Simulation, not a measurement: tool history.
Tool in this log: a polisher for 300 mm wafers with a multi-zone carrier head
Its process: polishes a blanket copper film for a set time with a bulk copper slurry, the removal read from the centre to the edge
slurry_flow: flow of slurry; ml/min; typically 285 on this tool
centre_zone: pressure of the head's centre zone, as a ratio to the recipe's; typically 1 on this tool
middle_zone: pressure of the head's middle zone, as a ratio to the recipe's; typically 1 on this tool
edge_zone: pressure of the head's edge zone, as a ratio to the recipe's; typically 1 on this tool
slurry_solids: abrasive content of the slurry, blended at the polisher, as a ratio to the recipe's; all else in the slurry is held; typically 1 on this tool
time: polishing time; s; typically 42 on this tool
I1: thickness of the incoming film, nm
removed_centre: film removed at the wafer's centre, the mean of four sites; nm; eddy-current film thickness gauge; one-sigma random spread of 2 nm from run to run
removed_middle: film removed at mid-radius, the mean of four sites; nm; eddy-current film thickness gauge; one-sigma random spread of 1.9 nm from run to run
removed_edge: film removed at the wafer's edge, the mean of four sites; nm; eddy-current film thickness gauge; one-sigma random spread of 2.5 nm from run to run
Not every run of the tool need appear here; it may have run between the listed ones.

{"run": 1, "hour": 0.0, "slurry_flow": 285, "centre_zone": 1, "middle_zone": 1.03, "edge_zone": 0.89, "slurry_solids": 1, "time": 42, "I1": 1951.5, "removed_centre": 279.4, "removed_middle": 309.7, "removed_edge": 287.2}
{"hour": 15.4, "done": "slurry nozzle cleaned"}
{"run": 2, "hour": 15.7, "slurry_flow": 285, "centre_zone": 1, "middle_zone": 0.95, "edge_zone": 1, "slurry_solids": 1, "time": 42, "I1": 1950.2, "removed_centre": 280.5, "removed_middle": 288.1, "removed_edge": 305.7}
{"run": 3, "hour": 22.2, "slurry_flow": 285, "centre_zone": 1, "middle_zone": 1, "edge_zone": 1, "slurry_solids": 1, "time": 42, "I1": 1902.7, "removed_centre": 280.2, "removed_middle": 302.2, "removed_edge": 302}
{"run": 4, "hour": 36.7, "slurry_flow": 285, "centre_zone": 1, "middle_zone": 1, "edge_zone": 1, "slurry_solids": 1, "time": 38, "I1": 1948.9, "removed_centre": 252.2, "removed_middle": 275.5, "removed_edge": 275.7}
{"hour": 50.1, "done": "worn pad replaced by a new one"}
{"run": 5, "hour": 50.6, "slurry_flow": 285, "centre_zone": 1, "middle_zone": 1, "edge_zone": 1, "slurry_solids": 1, "time": 42, "I1": 1926, "removed_centre": 279.8, "removed_middle": 301.1, "removed_edge": 302}
{"run": 6, "hour": 53.5, "slurry_flow": 285, "centre_zone": 1, "middle_zone": 1, "edge_zone": 1, "slurry_solids": 0.85, "time": 52, "I1": 1929.2, "removed_centre": 336, "removed_middle": 364, "removed_edge": 370.3}
{"run": 7, "hour": 64.8, "slurry_flow": 245, "centre_zone": 0.91, "middle_zone": 1, "edge_zone": 1, "slurry_solids": 0.8, "time": 46, "I1": 1913.5, "removed_centre": 267.6, "removed_middle": 316.8, "removed_edge": 320.8}
{"run": 8, "hour": 79.8, "slurry_flow": 285, "centre_zone": 0.9, "middle_zone": 1.03, "edge_zone": 0.9, "slurry_solids": 1, "time": 51, "I1": 1911.5, "removed_centre": 307.5, "removed_middle": 377.7, "removed_edge": 347.6}
{"run": 9, "hour": 86.7, "slurry_flow": 375, "centre_zone": 0.96, "middle_zone": 1, "edge_zone": 1, "slurry_solids": 0.8, "time": 31, "I1": 1952, "removed_centre": 194.9, "removed_middle": 220.3, "removed_edge": 222.2}
{"run": 10, "hour": 98.5, "slurry_flow": 245, "centre_zone": 1, "middle_zone": 1, "edge_zone": 1, "slurry_solids": 1, "time": 42, "I1": 1941.8, "removed_centre": 274.9, "removed_middle": 297.7, "removed_edge": 303.2}
{"run": 11, "hour": 109.9, "slurry_flow": 285, "centre_zone": 1, "middle_zone": 1, "edge_zone": 1, "slurry_solids": 1, "time": 42, "I1": 1939.7, "removed_centre": 277.3, "removed_middle": 299.8, "removed_edge": 306.4}
{"run": 12, "hour": 126.5, "slurry_flow": 285, "centre_zone": 1, "middle_zone": 1, "edge_zone": 1, "slurry_solids": 1, "time": 42, "I1": 1915.4, "removed_centre": 278.1, "removed_middle": 302.1, "removed_edge": 304.4}
{"hour": 143.4, "done": "centre zone pressure recalibrated"}
{"run": 13, "hour": 143.9, "slurry_flow": 285, "centre_zone": 1, "middle_zone": 1, "edge_zone": 0.97, "slurry_solids": 0.75, "time": 42, "I1": 1898.6, "removed_centre": 289, "removed_middle": 286.3, "removed_edge": 289.6}
{"run": 14, "hour": 158.5, "slurry_flow": 285, "centre_zone": 1, "middle_zone": 1, "edge_zone": 1, "slurry_solids": 1.2, "time": 54, "I1": 1908.2, "removed_centre": 409.3, "removed_middle": 401, "removed_edge": 408.2}
{"hour": 164.0, "done": "worn pad replaced by a new one"}
{"run": 15, "hour": 174.5, "slurry_flow": 285, "centre_zone": 1, "middle_zone": 1.09, "edge_zone": 0.91, "slurry_solids": 1, "time": 42, "I1": 1886.6, "removed_centre": 303.1, "removed_middle": 323.9, "removed_edge": 289.3}
{"run": 16, "hour": 184.2, "slurry_flow": 285, "centre_zone": 0.9, "middle_zone": 1.05, "edge_zone": 1, "slurry_solids": 1, "time": 33, "I1": 1912.2, "removed_centre": 210.1, "removed_middle": 246.1, "removed_edge": 235.7}
{"run": 17, "hour": 192.6, "slurry_flow": 285, "centre_zone": 1, "middle_zone": 1, "edge_zone": 0.95, "slurry_solids": 1.25, "time": 42, "I1": 1903.7, "removed_centre": 311.3, "removed_middle": 314.9, "removed_edge": 306.8}
{"run": 18, "hour": 205.0, "slurry_flow": 285, "centre_zone": 1, "middle_zone": 1, "edge_zone": 1, "slurry_solids": 1, "time": 42, "I1": 1905.3, "removed_centre": 300.6, "removed_middle": 303.8, "removed_edge": 307.4}
{"run": 19, "hour": 213.2, "slurry_flow": 285, "centre_zone": 1, "middle_zone": 1, "edge_zone": 1, "slurry_solids": 1, "time": 42, "I1": 1939.4, "removed_centre": 298, "removed_middle": 300.3, "removed_edge": 304.2}
{"run": 20, "hour": 249.3, "slurry_flow": 285, "centre_zone": 1, "middle_zone": 1, "edge_zone": 0.89, "slurry_solids": 1.15, "time": 42, "I1": 1954.1, "removed_centre": 306.3, "removed_middle": 307.6, "removed_edge": 296.1}
{"run": 21, "hour": 280.7, "slurry_flow": 285, "centre_zone": 1, "middle_zone": 1, "edge_zone": 1, "slurry_solids": 0.85, "time": 38, "I1": 1916.2, "removed_centre": 262.8, "removed_middle": 265.4, "removed_edge": 270.7}

What was the tool's hidden state at every run in the log?
removal rate lost through wear of the pad, %: 0 in every run
slurry flow missing at the pad, %: 0 in every run
deviation of the edge zone's pressure from its setpoint, %: 0 in every run
H1: deviation of the centre zone's pressure from its setpoint, %
run=1 H1=-8.86
run=2 H1=-8.89
run=3 H1=-8.91
run=4 H1=-8.94
run=5 H1=-8.97
run=6 H1=-8.97
run=7 H1=-8.99
run=8 H1=-9.02
run=9 H1=-9.03
run=10 H1=-9.05
run=11 H1=-9.07
run=12 H1=-9.1
run=13 H1=-0.916
run=14 H1=-1.31
run=15 H1=-1.72
run=16 H1=-1.96
run=17 H1=-2.16
run=18 H1=-2.45
run=19 H1=-2.63
run=20 H1=-3.39
run=21 H1=-3.97

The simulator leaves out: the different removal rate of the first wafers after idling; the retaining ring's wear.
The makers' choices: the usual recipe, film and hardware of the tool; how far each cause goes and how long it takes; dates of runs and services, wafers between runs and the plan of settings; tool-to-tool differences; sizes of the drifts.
